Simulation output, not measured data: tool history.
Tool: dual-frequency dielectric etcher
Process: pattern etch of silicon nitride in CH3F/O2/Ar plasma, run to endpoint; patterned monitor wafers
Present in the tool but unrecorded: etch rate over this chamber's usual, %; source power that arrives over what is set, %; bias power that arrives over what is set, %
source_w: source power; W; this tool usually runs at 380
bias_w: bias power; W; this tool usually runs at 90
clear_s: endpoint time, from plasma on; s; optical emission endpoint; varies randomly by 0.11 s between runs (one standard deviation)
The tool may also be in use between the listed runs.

run	hour	source_w	bias_w	wafers since the last listed run	hours since the last wet clean	hours since the last source power generator calibration	hours since the last bias power generator calibration	hours since the last upper electrode change	incoming incoming film thickness, nm	clear_s
1	0.0	380	95	0	378.7	3933.4	2693.4	4562.1	27.16	35.4
2	42.3	380	95	589	421.0	3975.7	2735.7	4604.4	26.88	34.7
3	91.5	380	90	685	470.2	4024.9	2784.9	4653.6	26.87	35.5
4	134.6	380	90	600	513.3	4068.0	2828.0	4696.7	27.31	36.0
5	159.6	380	90	348	538.3	4093.0	2853.0	4721.7	26.97	35.3
6	193.8	380	90	476	572.5	4127.2	2887.2	4755.9	27.08	35.7
# hour 254.0: wet clean of the chamber
7	254.5	380	90	511	0.5	4187.9	2947.9	4816.6	27.30	36.9
8	288.0	410	110	467	34.0	4221.4	2981.4	4850.1	27.08	33.0
# hour 315.2: bias power generator calibrated
9	339.4	430	107	660	85.4	4272.8	24.2	4901.5	27.32	32.6
10	390.2	380	78	708	136.2	4323.6	75.0	4952.3	27.19	38.3
# hour 410.8: source power generator calibrated
11	459.4	380	106	909	205.4	48.6	144.2	5021.5	26.95	33.8
12	498.0	450	90	538	244.0	87.2	182.8	5060.1	27.36	33.8
# hour 552.0: upper electrode replaced
13	650.1	440	100	1786	396.1	239.3	334.9	98.1	27.17	32.6
14	693.7	380	90	607	439.7	282.9	378.5	141.7	27.11	35.8
15	729.1	300	106	493	475.1	318.3	413.9	177.1	26.87	36.9

Forecast each of these 4 alternatives for the next run:
A	729.5	440	90	5	475.5	318.7	414.3	177.5	27.00	?
B	729.5	320	96	5	475.5	318.7	414.3	177.5	27.00	?
C	729.5	420	90	5	475.5	318.7	414.3	177.5	27.00	?
D	729.5	330	82	5	475.5	318.7	414.3	177.5	27.00	?

run	clear_s
A	33.6
B	37.7
C	34.3
D	39.4
Without the tool's hidden state the same runs would have given:
run	clear_s
A	34.3
B	38.5
C	35.0
D	40.2
